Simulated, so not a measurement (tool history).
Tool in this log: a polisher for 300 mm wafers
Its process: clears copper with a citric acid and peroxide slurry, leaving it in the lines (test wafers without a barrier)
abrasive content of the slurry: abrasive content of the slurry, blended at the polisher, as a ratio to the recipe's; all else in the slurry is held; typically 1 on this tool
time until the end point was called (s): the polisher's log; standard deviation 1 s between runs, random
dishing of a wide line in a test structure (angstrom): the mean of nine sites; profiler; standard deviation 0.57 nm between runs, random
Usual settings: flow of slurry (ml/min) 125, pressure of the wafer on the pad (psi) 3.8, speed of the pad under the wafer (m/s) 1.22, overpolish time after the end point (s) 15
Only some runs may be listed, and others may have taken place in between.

run	day	flow of slurry (ml/min)	pressure of the wafer on the pad (psi)	speed of the pad under the wafer (m/s)	abrasive content of the slurry	overpolish time after the end point (s)	wafers since the last listed run	wafers polished on this pad	hours since the slurry nozzle was cleaned	hours since the head pressure was calibrated	hours since the slurry blender was calibrated	incoming thickness of the incoming film, nm	time until the end point was called (s)	dishing of a wide line in a test structure (angstrom)
1	0	125	3.8	1.22	1	15	0	638	17.2	264.7	222.4	324	86	287
# day 1.046: slurry blender recalibrated
2	2.029	125	3.8	1.22	1	15	488	1127	65.9	313.4	23.6	330.9	90.5	289
3	2.975	125	3.8	1.22	1	15	237	1364	88.6	336.1	46.3	329.6	89.4	282
# day 3.371: worn pad replaced by a new one
4	4.017	125	4.6	1.22	1	15	219	162	113.6	361.1	71.3	330.1	74	318
5	5.367	125	4.6	1.22	1	15	338	501	146	393.5	103.7	330.9	72.5	336
6	6.179	125	3.8	1.22	1	15	204	705	165.5	413	123.2	324.4	88.4	288
7	7.5	125	3.8	1.22	1	15	331	1036	197.2	444.7	154.9	333	90.4	291
8	8.4	125	3.8	1.22	1	15	225	1262	218.8	466.3	176.5	329.1	89	287
9	9.033	125	3.8	1.22	1	15	159	1421	234	481.5	191.7	333.5	90.7	288
10	9.538	125	3.2	1	1	15	126	1548	246.1	493.6	203.8	328.5	120	237
# day 10.096: slurry blender recalibrated
# day 10.104: worn pad replaced by a new one
11	10.775	125	3.2	1	1	15	287	168	275.8	523.3	16.3	334.9	120.4	240
12	14.125	125	3.8	1.22	1	15	841	1009	356.2	603.7	96.7	332.6	88	287
13	15.338	125	3.8	1.22	1	15	304	1313	385.3	632.8	125.8	329.1	88.7	290
# day 15.583: slurry nozzle cleaned
14	15.967	125	3.8	1.22	1	15	147	1461	9.2	647.9	140.9	325.3	88.4	290
# day 17.275: worn pad replaced by a new one
15	17.392	125	3.8	1.22	1	15	315	29	43.4	682.1	175.1	332.5	89.4	293
# day 18.183: head pressure recalibrated
# day 18.875: slurry blender recalibrated
16	18.896	125	2.7	1.22	1	18	335	365	79.5	17.1	0.5	329.3	122.8	262
17	19.462	125	3.8	1.22	1	11	142	507	93.1	30.7	14.1	328.4	88.4	234
18	20.508	170	4.7	1.22	1.25	22	262	770	118.2	55.8	39.2	326.9	63.7	380
19	21.508	165	3.8	1.22	1	15	251	1021	142.2	79.8	63.2	334.4	84.4	305
20	22.821	160	3.8	1.4	1.3	15	329	1350	173.7	111.3	94.7	329.9	72.4	332
# day 24.425: worn pad replaced by a new one
21	26.571	125	3.8	1.34	1.1	15	899	539	263.7	201.3	184.7	329.4	80.9	311
22	27.629	125	3.2	1	1	15	265	805	289.1	226.7	210.1	327.5	120.4	239
23	28.454	125	3.8	1.22	1	15	207	1012	308.9	246.5	229.9	329.2	88.3	292
# day 29.042: slurry blender recalibrated
24	29.633	125	3	1.62	1.25	15	275	1287	337.2	274.8	14.2	332.4	84.5	296
25	30.971	125	3.8	1.22	1	15	335	1623	369.3	306.9	46.3	331	88.6	296
# day 31.154: worn pad replaced by a new one
26	32.288	145	3.8	1.22	0.75	15	288	284	400.9	338.5	77.9	333.2	99.2	273

Each row is a separate what-if for the run after 26, all from the same tool condition, not one after another. Results?
A	32.308	125	3.8	1.4	1	15	5	290	401.4	339	78.4	325.4	?	?
B	32.308	125	3.8	1.22	1.1	24	5	290	401.4	339	78.4	325.4	?	?
C	32.308	85	3.8	1.22	0.8	15	5	290	401.4	339	78.4	325.4	?	?

run	time until the end point was called (s)	dishing of a wide line in a test structure (angstrom)
A	78.9	303
B	84.1	360
C	101.9	263
Without the tool's unlogged condition, the same runs would have read:
run	time until the end point was called (s)	dishing of a wide line in a test structure (angstrom)
A	78.9	303
B	84.1	360
C	101.9	263
